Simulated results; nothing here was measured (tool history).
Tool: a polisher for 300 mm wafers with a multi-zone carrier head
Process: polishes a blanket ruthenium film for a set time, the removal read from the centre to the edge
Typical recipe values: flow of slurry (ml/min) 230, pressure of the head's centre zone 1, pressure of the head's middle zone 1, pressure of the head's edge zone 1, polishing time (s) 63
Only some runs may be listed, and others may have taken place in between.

run	hour	flow of slurry (ml/min)	pressure of the head's centre zone	pressure of the head's middle zone	pressure of the head's edge zone	polishing time (s)	wafers since the last listed run	wafers polished on this pad	hours since the slurry nozzle was cleaned	hours since the centre zone pressure was calibrated	hours since the edge zone pressure was calibrated	hours since the carrier head's membrane was replaced	incoming thickness of the incoming film, nm	film removed at the wafer's centre (Å)	film removed at mid-radius (Å)	film removed at the wafer's edge (Å)
1	0	230	1	1	1	63	0	3342	162.9	362.3	4.3	123.6	431.1	663	694	687
# hour 30.1: worn pad replaced by a new one
2	69.1	230	1.08	1	1	63	576	345	232	431.4	73.4	192.7	430.3	710	689	688
3	108.7	230	1	1	1	63	350	695	271.6	471	113	232.3	427.3	661	692	685
4	134.1	275	1	1	1	54	224	920	297	496.4	138.4	257.7	428.9	585	600	605
5	167.5	230	1.07	1	1	63	295	1216	330.4	529.8	171.8	291.1	423.6	711	688	688
6	213.6	285	1	1	1	53	408	1624	376.5	575.9	217.9	337.2	424.7	574	583	602
7	251.7	230	1	1	1	63	337	1962	414.6	614	256	375.3	431.6	654	679	712
# hour 296.4: slurry nozzle cleaned
8	319.3	230	1.05	1	1.04	63	589	2552	22.9	681.6	323.6	442.9	434.9	708	703	707
9	384	185	1	1.03	0.94	76	572	3125	87.6	746.3	388.3	507.6	434.4	789	825	804
# hour 419.1: carrier head's membrane replaced by a new one
10	431.6	230	0.89	1	1.05	63	377	3502	135.2	793.9	435.9	12.5	431.6	594	689	723
# hour 477.8: worn pad replaced by a new one
11	480.1	290	0.91	1.09	0.92	63	394	20	183.7	842.4	484.4	61	431.3	633	743	687
12	527	230	0.94	1	1	63	415	435	230.6	889.3	531.3	107.9	434.5	620	690	716
13	570.1	230	1.08	1	1.06	63	381	817	273.7	932.4	574.4	151	431.5	712	682	729
14	611.6	230	1	1	1	53	367	1184	315.2	973.9	615.9	192.5	433.8	557	576	590
15	636.2	180	1.06	1.1	1	63	217	1402	339.8	998.5	640.5	217.1	433.6	671	701	681
16	677.8	230	1	1	1	63	368	1771	381.4	1040.1	682.1	258.7	428.5	660	689	691
17	715.1	230	1.09	0.94	1	63	330	2101	418.7	1077.4	719.4	296	425.1	706	656	692
# hour 718.7: slurry nozzle cleaned
18	743.2	285	1.11	1.09	1.08	63	240	2341	24.5	1105.5	747.5	324.1	430.9	762	752	743
19	792.6	280	0.9	0.91	1	44	437	2779	73.9	1154.9	796.9	373.5	428.3	435	468	481
20	826.8	230	1	1.08	0.93	63	302	3081	108.1	1189.1	831.1	407.7	427	671	715	695
21	858.6	230	0.91	0.91	1	63	281	3363	139.9	1220.9	862.9	439.5	434.4	601	646	685
# hour 903.1: centre zone pressure recalibrated
22	917.7	230	0.96	1.11	1.12	63	505	3869	199	14.6	922	498.6	425.7	637	732	751

Below, each run's measurement less what the same run would have read without the hidden state. Both values contain the same run-to-run variation, but the gauge's scatter may not be the same in both:
Hidden state at play: removal rate lost through wear of the pad, %; slurry flow missing at the pad, %; deviation of the centre zone's pressure from its setpoint, %; deviation of the edge zone's pressure from its setpoint, %.
run	film removed at the wafer's centre (Å)	film removed at mid-radius (Å)	film removed at the wafer's edge (Å)
1	-13	-12	-9
2	-17	-15	-11
3	-17	-15	-12
4	-13	-12	-10
5	-20	-17	-13
6	-14	-12	-9
7	-19	-18	-13
8	-3	-2	-2
9	-12	-11	-8
10	-11	-11	-8
11	-11	-12	-8
12	-15	-15	-11
13	-19	-16	-13
14	-16	-15	-11
15	-23	-22	-15
16	-19	-18	-14
17	-21	-17	-13
18	-5	-4	-3
19	-6	-5	-4
20	-12	-12	-9
21	-14	-13	-10
22	-17	-17	-13
